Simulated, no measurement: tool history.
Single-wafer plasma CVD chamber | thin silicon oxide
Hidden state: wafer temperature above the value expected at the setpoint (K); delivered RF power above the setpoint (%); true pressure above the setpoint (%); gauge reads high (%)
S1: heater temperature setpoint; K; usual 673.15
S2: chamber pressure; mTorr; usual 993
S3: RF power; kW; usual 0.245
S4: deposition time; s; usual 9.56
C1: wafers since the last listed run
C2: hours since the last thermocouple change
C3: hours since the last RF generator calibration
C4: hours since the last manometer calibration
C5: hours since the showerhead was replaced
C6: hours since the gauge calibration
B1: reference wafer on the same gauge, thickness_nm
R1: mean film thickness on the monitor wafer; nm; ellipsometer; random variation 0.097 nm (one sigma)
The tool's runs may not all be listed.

run	hour	S1	S2	S3	S4	C1	C2	C3	C4	C5	C6	B1	R1
1	0	680.15	903	0.245	9.56	0	834.7	1345.1	1659.9	6036.5	471.5	21.094	17.55
2	64	681.15	993	0.245	9.56	2587	898.7	1409.1	1723.9	6100.5	535.5	21.099	19.577
3	99.9	681.15	993	0.245	9.56	1451	934.6	1445	1759.8	6136.4	571.4	21.1	19.519
4	131.2	673.15	825	0.245	9.56	1265	965.9	1476.3	1791.1	6167.7	602.7	21.096	15.358
5	218	673.15	825	0.245	9.56	3509	1052.7	1563.1	1877.9	6254.5	689.5	21.105	15.386
6	241.6	673.15	825	0.245	9.56	954	1076.3	1586.7	1901.5	6278.1	713.1	21.103	15.274
7	268.7	670.15	993	0.245	9.56	1095	1103.4	1613.8	1928.6	6305.2	740.2	21.077	19.525
8	282.5	670.15	993	0.245	9.56	557	1117.2	1627.6	1942.4	6319	754	21.113	19.458
9	296.8	670.15	993	0.245	9.56	578	1131.5	1641.9	1956.7	6333.3	768.3	21.1	19.433
# hour 319.9: showerhead replaced
10	326.3	673.15	993	0.245	9.56	869	1161	1671.4	1986.2	6.4	797.8	21.108	19.271
# hour 357.3: RF generator calibrated
11	357.8	673.15	993	0.245	9.56	950	1192.5	0.5	2017.7	37.9	829.3	21.09	19.249
12	373.4	673.15	993	0.245	8.81	630	1208.1	16.1	2033.3	53.5	844.9	21.124	17.727
# hour 383.2: capacitance manometer re-zeroed and calibrated
13	404.1	673.15	993	0.22	9.56	917	1238.8	46.8	20.9	84.2	875.6	21.082	19.933
14	425	673.15	1086	0.245	9.56	845	1259.7	67.7	41.8	105.1	896.5	21.1	22.629
# hour 448.8: gauge calibrated
15	455.7	673.15	1148	0.245	9.56	1241	1290.4	98.4	72.5	135.8	6.9	21.104	23.743
16	471.7	673.15	929	0.2	9.56	646	1306.4	114.4	88.5	151.8	22.9	21.069	18.078
17	492.2	673.15	993	0.245	9.56	828	1326.9	134.9	109	172.3	43.4	21.113	20.896
18	577.3	680.15	903	0.245	9.56	3440	1412	220	194.1	257.4	128.5	21.118	18.766
# hour 598.4: thermocouple changed; heater temperature recalibrated
19	603.6	679.15	823	0.245	9.56	739	5.2	246.3	220.4	283.7	154.8	21.11	16.721
20	627.5	673.15	993	0.245	9.56	966	29.1	270.2	244.3	307.6	178.7	21.106	20.848
21	703.7	679.15	993	0.245	9.56	3080	105.3	346.4	320.5	383.8	254.9	21.107	20.743
22	729.1	673.15	1183	0.27	9.56	1026	130.7	371.8	345.9	409.2	280.3	21.121	24.995
23	764.9	673.15	993	0.245	9.56	1447	166.5	407.6	381.7	445	316.1	21.087	20.722
24	784.9	669.15	1081	0.195	10.08	808	186.5	427.6	401.7	465	336.1	21.102	21.754
25	816	684.15	993	0.2	10.54	1257	217.6	458.7	432.8	496.1	367.2	21.121	21.167
26	847.9	682.15	749	0.285	10.5	1289	249.5	490.6	464.7	528	399.1	21.141	16.638
27	864.5	673.15	993	0.245	9.56	671	266.1	507.2	481.3	544.6	415.7	21.082	20.808
28	883.7	673.15	775	0.245	10.19	776	285.3	526.4	500.5	563.8	434.9	21.084	16.256
29	909.7	673.15	1207	0.245	9.56	1051	311.3	552.4	526.5	589.8	460.9	21.105	24.331

The same runs without the tool's hidden state, with the same run-to-run variation:
run	R1
1	18.515
2	20.656
3	20.646
4	16.529
5	16.687
6	16.602
7	20.908
8	20.859
9	20.855
10	20.73
11	20.758
12	19.141
13	19.805
14	22.484
15	23.653
16	17.933
17	20.765
18	18.626
19	16.584
20	20.731
21	20.64
22	24.924
23	20.632
24	21.665
25	21.087
26	16.548
27	20.743
28	16.185
29	24.295
